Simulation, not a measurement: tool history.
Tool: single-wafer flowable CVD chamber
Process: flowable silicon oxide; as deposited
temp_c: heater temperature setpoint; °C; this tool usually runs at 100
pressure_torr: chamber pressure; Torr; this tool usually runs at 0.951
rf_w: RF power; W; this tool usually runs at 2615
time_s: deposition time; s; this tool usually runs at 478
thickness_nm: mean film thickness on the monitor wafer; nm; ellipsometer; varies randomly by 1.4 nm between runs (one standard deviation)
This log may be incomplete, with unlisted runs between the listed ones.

run	hour	temp_c	pressure_torr	rf_w	time_s	wafers since the last listed run	hours since the last thermocouple change	hours since the last RF generator calibration	hours since the last manometer calibration	hours since the showerhead was replaced	hours since the gauge calibration	read-back reference wafer on the same gauge, thickness_nm	thickness_nm
1	0	100	0.951	2615	478	0	993.4	620.5	1392.5	2932.6	1061.7	382.05	439.444
2	48.2	111	0.951	2615	478	165	1041.6	668.7	1440.7	2980.8	1109.9	382.125	290.389
3	154.5	100	0.951	2615	478	364	1147.9	775	1547	3087.1	1216.2	382.092	437.484
4	200	100	0.951	2615	478	156	1193.4	820.5	1592.5	3132.6	1261.7	381.818	435.479
5	306.8	100	0.951	2615	478	366	1300.2	927.3	1699.3	3239.4	1368.5	381.642	435.652
6	385	100	0.951	2615	478	268	1378.4	1005.5	1777.5	3317.6	1446.7	381.765	434.202
7	448.3	100	0.771	2615	443	217	1441.7	1068.8	1840.8	3380.9	1510	382.518	325.953
8	538	100	0.771	2615	443	307	1531.4	1158.5	1930.5	3470.6	1599.7	382.564	323.781
# hour 547.6: capacitance manometer re-zeroed and calibrated
# hour 619.4: gauge calibrated
9	640.4	94	0.951	2615	478	324	1633.8	1260.9	92.8	3573	21	382.113	553.579
# hour 648.8: thermocouple changed; heater temperature recalibrated
10	739.5	94	0.951	2615	478	312	90.7	1360	191.9	3672.1	120.1	381.922	556.119
11	804.9	94	0.951	2615	478	224	156.1	1425.4	257.3	3737.5	185.5	381.991	557.602
12	898.5	100	0.951	2615	478	321	249.7	1519	350.9	3831.1	279.1	382.358	443.839
13	940.7	92	0.951	2615	478	144	291.9	1561.2	393.1	3873.3	321.3	382.166	594.883
14	998.7	100	0.951	2615	478	199	349.9	1619.2	451.1	3931.3	379.3	382.015	441.309
15	1046	94	1.064	2615	562	162	397.2	1666.5	498.4	3978.6	426.6	382.186	730.337
16	1090.2	104	0.951	2845	410	151	441.4	1710.7	542.6	4022.8	470.8	382.257	329.53
# hour 1128.7: RF generator calibrated
17	1179.8	86	0.951	2760	478	280	531	51.1	632.2	4112.4	560.4	382.053	744.148
18	1223.3	100	0.951	2880	549	149	574.5	94.6	675.7	4155.9	603.9	382.043	513.675
# hour 1246.3: showerhead replaced
19	1264.1	100	0.951	2100	478	112	615.3	135.4	716.5	17.8	644.7	381.915	413.868
20	1309.2	94	0.951	2615	478	154	660.4	180.5	761.6	62.9	689.8	381.767	551.168
21	1355.5	111	0.951	2340	537	158	706.7	226.8	807.9	109.2	736.1	382.338	319.888
22	1428.2	113	0.77	2100	478	249	779.4	299.5	880.6	181.9	808.8	382.256	206.192
23	1503.6	110	0.845	2350	410	258	854.8	374.9	956	257.3	884.2	381.619	224.371
24	1574.1	106	1.031	2410	478	242	925.3	445.4	1026.5	327.8	954.7	382.355	369.13

What was the tool's hidden state at every run in the log?
wafer temperature above the value expected at the setpoint (K): 0 across all the runs
delivered RF power above the setpoint (%): 0 across all the runs
gauge reads high (%): 0 across all the runs
H1: true pressure above the setpoint (%)
run	H1
1	-1.06
2	-1.14
3	-1.33
4	-1.42
5	-1.63
6	-1.8
7	-1.94
8	-2.14
9	0.024
10	0.00689
11	-0.011
12	-0.0456
13	-0.0647
14	-0.0944
15	-0.122
16	-0.15
17	-0.214
18	-0.248
19	-0.283
20	-0.323
21	-0.368
22	-0.442
23	-0.526
24	-0.611
